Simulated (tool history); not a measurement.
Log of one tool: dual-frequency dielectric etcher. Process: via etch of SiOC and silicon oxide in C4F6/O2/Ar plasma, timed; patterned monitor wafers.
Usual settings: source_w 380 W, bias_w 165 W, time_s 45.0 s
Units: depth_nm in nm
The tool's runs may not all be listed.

| run | hour | source_w | bias_w | time_s | wafers since the last listed run | hours since the last wet clean | hours since the last source power generator calibration | hours since the last bias power generator calibration | hours since the last upper electrode change | hours since the gauge calibration | read-back reference wafer on the same gauge, depth_nm | depth_nm |
|---|---|---|---|---|---|---|---|---|---|---|---|---|
| 1 | 0.0 | 380 | 165 | 45.0 | 0 | 33.7 | 1431.5 | 1515.1 | 3431.1 | 1362.4 | 40.54 | 49.08 |
|  | 25.7 | source power generator calibrated |
| 2 | 61.8 | 380 | 165 | 45.0 | 670 | 95.5 | 36.1 | 1576.9 | 3492.9 | 1424.2 | 40.54 | 48.57 |
| 3 | 133.2 | 380 | 139 | 45.0 | 827 | 166.9 | 107.5 | 1648.3 | 3564.3 | 1495.6 | 40.51 | 47.33 |
| 4 | 174.0 | 380 | 165 | 45.0 | 473 | 207.7 | 148.3 | 1689.1 | 3605.1 | 1536.4 | 40.60 | 49.06 |
| 5 | 263.0 | 380 | 165 | 45.0 | 1032 | 296.7 | 237.3 | 1778.1 | 3694.1 | 1625.4 | 40.54 | 49.80 |
|  | 312.8 | bias power generator calibrated |
| 6 | 370.0 | 340 | 142 | 45.0 | 1194 | 403.7 | 344.3 | 57.2 | 3801.1 | 1732.4 | 40.48 | 46.23 |
| 7 | 463.3 | 380 | 165 | 53.5 | 1081 | 497.0 | 437.6 | 150.5 | 3894.4 | 1825.7 | 40.47 | 59.99 |
| 8 | 536.7 | 440 | 165 | 45.0 | 851 | 570.4 | 511.0 | 223.9 | 3967.8 | 1899.1 | 40.56 | 54.14 |
| 9 | 594.4 | 380 | 165 | 49.0 | 669 | 628.1 | 568.7 | 281.6 | 4025.5 | 1956.8 | 40.55 | 55.50 |
|  | 623.2 | upper electrode replaced, of another model than before |
| 10 | 662.6 | 460 | 178 | 40.0 | 512 | 696.3 | 636.9 | 349.8 | 39.4 | 2025.0 | 40.61 | 51.79 |
|  | 688.8 | wet clean of the chamber |
| 11 | 767.5 | 300 | 202 | 45.0 | 938 | 78.7 | 741.8 | 454.7 | 144.3 | 2129.9 | 40.55 | 45.31 |
| 12 | 839.5 | 460 | 179 | 56.5 | 834 | 150.7 | 813.8 | 526.7 | 216.3 | 2201.9 | 40.52 | 70.15 |
| 13 | 901.9 | 380 | 165 | 39.0 | 723 | 213.1 | 876.2 | 589.1 | 278.7 | 2264.3 | 40.45 | 43.17 |
| 14 | 950.3 | 380 | 165 | 45.0 | 561 | 261.5 | 924.6 | 637.5 | 327.1 | 2312.7 | 40.48 | 49.69 |
| 15 | 996.9 | 380 | 165 | 45.0 | 540 | 308.1 | 971.2 | 684.1 | 373.7 | 2359.3 | 40.48 | 49.86 |
|  | 1054.3 | gauge calibrated |
| 16 | 1076.3 | 380 | 165 | 45.0 | 920 | 387.5 | 1050.6 | 763.5 | 453.1 | 22.0 | 40.50 | 50.06 |
| 17 | 1170.0 | 420 | 143 | 41.5 | 1086 | 481.2 | 1144.3 | 857.2 | 546.8 | 115.7 | 40.64 | 47.62 |
| 18 | 1215.1 | 380 | 165 | 45.0 | 522 | 526.3 | 1189.4 | 902.3 | 591.9 | 160.8 | 40.50 | 50.74 |
| 19 | 1300.4 | 380 | 165 | 33.5 | 989 | 611.6 | 1274.7 | 987.6 | 677.2 | 246.1 | 40.53 | 38.16 |
| 20 | 1382.9 | 320 | 165 | 45.0 | 956 | 694.1 | 1357.2 | 1070.1 | 759.7 | 328.6 | 40.41 | 46.75 |
|  | 1442.7 | wet clean of the chamber |
| 21 | 1495.9 | 380 | 191 | 53.5 | 1032 | 53.2 | 1470.2 | 1183.1 | 872.7 | 441.6 | 40.46 | 59.60 |
| 22 | 1545.9 | 460 | 179 | 56.5 | 579 | 103.2 | 1520.2 | 1233.1 | 922.7 | 491.6 | 40.56 | 68.94 |
|  | 1578.5 | source power generator calibrated |
| 23 | 1589.9 | 380 | 150 | 55.0 | 463 | 147.2 | 11.4 | 1277.1 | 966.7 | 535.6 | 40.57 | 57.70 |
| 24 | 1639.1 | 380 | 165 | 45.0 | 570 | 196.4 | 60.6 | 1326.3 | 1015.9 | 584.8 | 40.55 | 49.02 |
| 25 | 1691.5 | 440 | 165 | 45.0 | 607 | 248.8 | 113.0 | 1378.7 | 1068.3 | 637.2 | 40.54 | 52.76 |
| 26 | 1785.2 | 340 | 165 | 50.0 | 1086 | 342.5 | 206.7 | 1472.4 | 1162.0 | 730.9 | 40.37 | 52.04 |
| 27 | 1826.0 | 380 | 165 | 45.0 | 473 | 383.3 | 247.5 | 1513.2 | 1202.8 | 771.7 | 40.49 | 50.28 |
| 28 | 1931.6 | 330 | 139 | 39.5 | 1224 | 488.9 | 353.1 | 1618.8 | 1308.4 | 877.3 | 40.62 | 39.07 |

5 ways to go on from here, each from the tool as it stands after run 28. What would each give?
| A | 1932.0 | 380 | 165 | 45.0 | 4 | 489.3 | 353.5 | 1619.2 | 1308.8 | 877.7 | ? | ? |
| B | 1932.0 | 440 | 150 | 45.0 | 4 | 489.3 | 353.5 | 1619.2 | 1308.8 | 877.7 | ? | ? |
| C | 1932.0 | 290 | 201 | 45.0 | 4 | 489.3 | 353.5 | 1619.2 | 1308.8 | 877.7 | ? | ? |
| D | 1932.0 | 410 | 165 | 54.0 | 4 | 489.3 | 353.5 | 1619.2 | 1308.8 | 877.7 | ? | ? |
| E | 1932.0 | 420 | 146 | 45.0 | 4 | 489.3 | 353.5 | 1619.2 | 1308.8 | 877.7 | ? | ? |

| run | read-back reference wafer on the same gauge, depth_nm | depth_nm |
|---|---|---|
| A | 40.54 | 50.48 |
| B | 40.54 | 53.25 |
| C | 40.54 | 45.69 |
| D | 40.54 | 63.03 |
| E | 40.54 | 51.67 |
Without the tool's hidden state the same runs would have given:
| run | depth_nm |
|---|---|
| A | 48.77 |
| B | 51.45 |
| C | 44.14 |
| D | 60.90 |
| E | 49.92 |
